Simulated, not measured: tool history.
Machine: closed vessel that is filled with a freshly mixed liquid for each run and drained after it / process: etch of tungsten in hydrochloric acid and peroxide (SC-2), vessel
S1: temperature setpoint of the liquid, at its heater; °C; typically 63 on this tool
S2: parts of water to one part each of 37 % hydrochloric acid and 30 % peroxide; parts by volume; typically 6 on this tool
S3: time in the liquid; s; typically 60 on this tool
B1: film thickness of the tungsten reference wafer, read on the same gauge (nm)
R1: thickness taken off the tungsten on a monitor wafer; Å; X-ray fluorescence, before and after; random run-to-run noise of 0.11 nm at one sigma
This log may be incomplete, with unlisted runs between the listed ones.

run 1 hour=0 | S1=68.5 S2=6 S3=35 | B1=40 | R1=233.9
run 2 hour=28.3 | S1=68.5 S2=6 S3=35 | B1=39.99 | R1=235.7
run 3 hour=53.4 | S1=68.5 S2=6 S3=35 | B1=40.01 | R1=233.2
run 4 hour=75.7 | S1=63 S2=6 S3=80 | B1=39.97 | R1=381.5
run 5 hour=88.7 | S1=58 S2=6 S3=60 | B1=40.02 | R1=207.4
run 6 hour=108.1 | S1=68 S2=6 S3=60 | B1=39.99 | R1=387
-- hour=131.5 chemicals flow meter replaced
run 7 hour=138.2 | S1=68 S2=6 S3=60 | B1=40.02 | R1=388
run 8 hour=173.8 | S1=68 S2=6 S3=60 | B1=40.02 | R1=388.1
-- hour=175.5 thermometer replaced
-- hour=206.1 gauge calibrated
run 9 hour=207.1 | S1=63 S2=8 S3=60 | B1=40.01 | R1=260.6
run 10 hour=219.4 | S1=63 S2=8 S3=60 | B1=39.99 | R1=258.5
run 11 hour=233.9 | S1=63 S2=4 S3=75 | B1=40 | R1=536.7
run 12 hour=267.7 | S1=63 S2=7.5 S3=70 | B1=40.02 | R1=317.4
-- hour=285.3 new drum of peroxide connected
run 13 hour=285.7 | S1=72 S2=6 S3=60 | B1=40.03 | R1=551.6
run 14 hour=305.9 | S1=60.5 S2=6 S3=60 | B1=40 | R1=275.3
run 15 hour=325.6 | S1=63 S2=6 S3=60 | B1=39.99 | R1=321.8
run 16 hour=341 | S1=71 S2=6 S3=60 | B1=39.99 | R1=522.7
run 17 hour=361.3 | S1=63 S2=6 S3=60 | B1=40.01 | R1=322.4
run 18 hour=374.6 | S1=56 S2=8.5 S3=60 | B1=40 | R1=157.6
run 19 hour=402.3 | S1=68.5 S2=6 S3=35 | B1=39.97 | R1=260.5
run 20 hour=427 | S1=63 S2=4 S3=95 | B1=40.01 | R1=674.5

Here are 5 independent what-if runs from the current tool condition. What would each one return?
run A hour=427.7 | S1=63 S2=6 S3=60 | B1=? | R1=?
run B hour=427.7 | S1=58 S2=7 S3=70 | B1=? | R1=?
run C hour=427.7 | S1=72 S2=7 S3=90 | B1=? | R1=?
run D hour=427.7 | S1=63 S2=6 S3=75 | B1=? | R1=?
run E hour=427.7 | S1=57 S2=8 S3=60 | B1=? | R1=?

run=A B1=39.97 R1=319.6
run=B B1=39.97 R1=242.3
run=C B1=39.97 R1=731.8
run=D B1=39.97 R1=399.5
run=E B1=39.97 R1=175.4
What these runs would have given with no unlogged condition in the tool:
run=A R1=324
run=B R1=245.7
run=C R1=741.3
run=D R1=404.9
run=E R1=177.9
